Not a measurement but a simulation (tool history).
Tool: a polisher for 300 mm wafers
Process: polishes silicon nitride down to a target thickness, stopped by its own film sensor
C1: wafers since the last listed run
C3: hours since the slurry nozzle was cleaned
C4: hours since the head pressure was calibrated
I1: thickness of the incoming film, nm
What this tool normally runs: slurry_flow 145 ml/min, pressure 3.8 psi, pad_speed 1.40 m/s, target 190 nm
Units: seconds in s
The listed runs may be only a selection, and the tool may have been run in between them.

run 1 hour=0.0 | slurry_flow=115 pressure=3.8 pad_speed=1.40 target=190 | C1=0 wafers_polished_on_this_pad=4279 C3=680.4 C4=532.5 | I1=384.7 | seconds=94.9
run 2 hour=39.4 | slurry_flow=115 pressure=3.8 pad_speed=1.40 target=190 | C1=480 wafers_polished_on_this_pad=4760 C3=719.8 C4=571.9 | I1=376.8 | seconds=94.2
-- hour=217.6 head pressure recalibrated
run 3 hour=224.9 | slurry_flow=145 pressure=3.8 pad_speed=1.40 target=190 | C1=2239 wafers_polished_on_this_pad=6999 C3=905.3 C4=7.3 | I1=386.1 | seconds=97.8
-- hour=256.6 slurry nozzle cleaned
run 4 hour=315.7 | slurry_flow=180 pressure=3.8 pad_speed=1.40 target=168 | C1=1095 wafers_polished_on_this_pad=8095 C3=59.1 C4=98.1 | I1=381.6 | seconds=90.5
-- hour=366.3 worn pad replaced by a new one
run 5 hour=405.3 | slurry_flow=180 pressure=3.8 pad_speed=1.40 target=168 | C1=1044 wafers_polished_on_this_pad=476 C3=148.7 C4=187.7 | I1=381.1 | seconds=89.3
run 6 hour=512.3 | slurry_flow=180 pressure=3.8 pad_speed=1.40 target=168 | C1=1305 wafers_polished_on_this_pad=1781 C3=255.7 C4=294.7 | I1=376.5 | seconds=87.1
run 7 hour=560.1 | slurry_flow=145 pressure=3.8 pad_speed=1.40 target=190 | C1=583 wafers_polished_on_this_pad=2365 C3=303.5 C4=342.5 | I1=375.1 | seconds=82.1
run 8 hour=620.4 | slurry_flow=145 pressure=3.8 pad_speed=1.40 target=190 | C1=735 wafers_polished_on_this_pad=3101 C3=363.8 C4=402.8 | I1=377.7 | seconds=83.1
run 9 hour=669.6 | slurry_flow=145 pressure=3.8 pad_speed=1.40 target=190 | C1=600 wafers_polished_on_this_pad=3701 C3=413.0 C4=452.0 | I1=378.2 | seconds=86.6
run 10 hour=991.3 | slurry_flow=145 pressure=3.8 pad_speed=1.40 target=216 | C1=3925 wafers_polished_on_this_pad=7627 C3=734.7 C4=773.7 | I1=375.4 | seconds=76.2
-- hour=1005.5 worn pad replaced by a new one, of another model than before
run 11 hour=1085.7 | slurry_flow=145 pressure=3.8 pad_speed=1.40 target=216 | C1=1103 wafers_polished_on_this_pad=978 C3=829.1 C4=868.1 | I1=377.1 | seconds=76.0
-- hour=1087.9 slurry nozzle cleaned
run 12 hour=1189.8 | slurry_flow=145 pressure=3.8 pad_speed=1.40 target=216 | C1=1258 wafers_polished_on_this_pad=2236 C3=101.9 C4=972.2 | I1=383.3 | seconds=72.1
-- hour=1202.7 head pressure recalibrated
run 13 hour=1255.2 | slurry_flow=145 pressure=3.8 pad_speed=1.40 target=190 | C1=773 wafers_polished_on_this_pad=3010 C3=167.3 C4=52.5 | I1=377.5 | seconds=79.2
run 14 hour=1357.0 | slurry_flow=145 pressure=3.8 pad_speed=1.40 target=190 | C1=1242 wafers_polished_on_this_pad=4252 C3=269.1 C4=154.3 | I1=378.0 | seconds=81.5
run 15 hour=1408.7 | slurry_flow=145 pressure=3.8 pad_speed=1.40 target=190 | C1=630 wafers_polished_on_this_pad=4883 C3=320.8 C4=206.0 | I1=383.0 | seconds=83.5
run 16 hour=1470.5 | slurry_flow=170 pressure=3.8 pad_speed=1.40 target=190 | C1=754 wafers_polished_on_this_pad=5637 C3=382.6 C4=267.8 | I1=382.0 | seconds=83.8
run 17 hour=1529.2 | slurry_flow=195 pressure=3.8 pad_speed=1.18 target=190 | C1=716 wafers_polished_on_this_pad=6354 C3=441.3 C4=326.5 | I1=384.9 | seconds=102.5
run 18 hour=1585.1 | slurry_flow=145 pressure=3.8 pad_speed=1.28 target=217 | C1=682 wafers_polished_on_this_pad=7036 C3=497.2 C4=382.4 | I1=380.3 | seconds=80.2
run 19 hour=1623.8 | slurry_flow=145 pressure=3.8 pad_speed=1.40 target=240 | C1=472 wafers_polished_on_this_pad=7508 C3=535.9 C4=421.1 | I1=384.9 | seconds=65.7
-- hour=1770.8 worn pad replaced by a new one
run 20 hour=1863.6 | slurry_flow=125 pressure=3.0 pad_speed=1.72 target=229 | C1=2877 wafers_polished_on_this_pad=1132 C3=775.7 C4=660.9 | I1=378.8 | seconds=68.0
run 21 hour=1960.1 | slurry_flow=145 pressure=3.8 pad_speed=1.76 target=190 | C1=1177 wafers_polished_on_this_pad=2309 C3=872.2 C4=757.4 | I1=376.6 | seconds=71.1
run 22 hour=2056.3 | slurry_flow=145 pressure=3.8 pad_speed=1.40 target=190 | C1=1173 wafers_polished_on_this_pad=3483 C3=968.4 C4=853.6 | I1=379.4 | seconds=93.6
-- hour=2097.4 head pressure recalibrated
-- hour=2098.6 slurry nozzle cleaned
run 23 hour=2099.1 | slurry_flow=145 pressure=3.8 pad_speed=1.40 target=190 | C1=485 wafers_polished_on_this_pad=3969 C3=0.5 C4=1.7 | I1=382.6 | seconds=84.7
run 24 hour=2202.6 | slurry_flow=145 pressure=3.8 pad_speed=1.40 target=190 | C1=1263 wafers_polished_on_this_pad=5232 C3=104.0 C4=105.2 | I1=376.0 | seconds=80.5
run 25 hour=2244.7 | slurry_flow=145 pressure=3.8 pad_speed=1.60 target=190 | C1=513 wafers_polished_on_this_pad=5746 C3=146.1 C4=147.3 | I1=376.5 | seconds=71.2
run 26 hour=2329.7 | slurry_flow=145 pressure=3.8 pad_speed=1.40 target=190 | C1=1037 wafers_polished_on_this_pad=6783 C3=231.1 C4=232.3 | I1=384.3 | seconds=85.4
-- hour=2405.4 worn pad replaced by a new one
run 27 hour=2436.8 | slurry_flow=100 pressure=3.8 pad_speed=1.40 target=190 | C1=1258 wafers_polished_on_this_pad=382 C3=338.2 C4=339.4 | I1=373.4 | seconds=82.4
run 28 hour=2532.7 | slurry_flow=145 pressure=3.8 pad_speed=1.40 target=216 | C1=1170 wafers_polished_on_this_pad=1553 C3=434.1 C4=435.3 | I1=386.1 | seconds=77.3
run 29 hour=2625.6 | slurry_flow=130 pressure=4.4 pad_speed=1.82 target=190 | C1=1133 wafers_polished_on_this_pad=2687 C3=527.0 C4=528.2 | I1=381.8 | seconds=59.9
run 30 hour=2679.0 | slurry_flow=175 pressure=3.0 pad_speed=1.56 target=154 | C1=651 wafers_polished_on_this_pad=3338 C3=580.4 C4=581.6 | I1=387.5 | seconds=108.5
run 31 hour=2779.1 | slurry_flow=145 pressure=4.7 pad_speed=1.40 target=190 | C1=1221 wafers_polished_on_this_pad=4560 C3=680.5 C4=681.7 | I1=372.5 | seconds=71.4
run 32 hour=2821.8 | slurry_flow=145 pressure=3.8 pad_speed=1.62 target=190 | C1=521 wafers_polished_on_this_pad=5081 C3=723.2 C4=724.4 | I1=385.1 | seconds=78.1
-- hour=2886.6 head pressure recalibrated
run 33 hour=2897.7 | slurry_flow=145 pressure=3.8 pad_speed=1.40 target=190 | C1=901 wafers_polished_on_this_pad=5983 C3=799.1 C4=11.1 | I1=380.1 | seconds=89.8
run 34 hour=2984.9 | slurry_flow=115 pressure=3.8 pad_speed=1.40 target=231 | C1=1064 wafers_polished_on_this_pad=7047 C3=886.3 C4=98.3 | I1=374.2 | seconds=70.9
-- hour=3047.1 slurry nozzle cleaned
run 35 hour=3059.2 | slurry_flow=145 pressure=3.8 pad_speed=1.84 target=171 | C1=894 wafers_polished_on_this_pad=7941 C3=12.1 C4=172.6 | I1=379.5 | seconds=68.5
run 36 hour=3140.5 | slurry_flow=170 pressure=2.7 pad_speed=1.68 target=126 | C1=992 wafers_polished_on_this_pad=8934 C3=93.4 C4=253.9 | I1=385.7 | seconds=119.1

Below are 4 alternative next runs, each starting from the tool's condition after run 36. Predict each:
run A hour=3140.9 | slurry_flow=145 pressure=3.8 pad_speed=1.40 target=138 | C1=4 wafers_polished_on_this_pad=8938 C3=93.8 C4=254.3 | I1=375.0 | seconds=?
run B hour=3140.9 | slurry_flow=145 pressure=3.8 pad_speed=1.14 target=190 | C1=4 wafers_polished_on_this_pad=8938 C3=93.8 C4=254.3 | I1=375.0 | seconds=?
run C hour=3140.9 | slurry_flow=145 pressure=3.0 pad_speed=1.40 target=190 | C1=4 wafers_polished_on_this_pad=8938 C3=93.8 C4=254.3 | I1=375.0 | seconds=?
run D hour=3140.9 | slurry_flow=145 pressure=3.8 pad_speed=1.22 target=156 | C1=4 wafers_polished_on_this_pad=8938 C3=93.8 C4=254.3 | I1=375.0 | seconds=?

run=A seconds=105.8
run=B seconds=101.3
run=C seconds=96.8
run=D seconds=112.0
Without the tool's hidden state the same runs would have given:
run=A seconds=105.1
run=B seconds=100.6
run=C seconds=96.1
run=D seconds=111.2
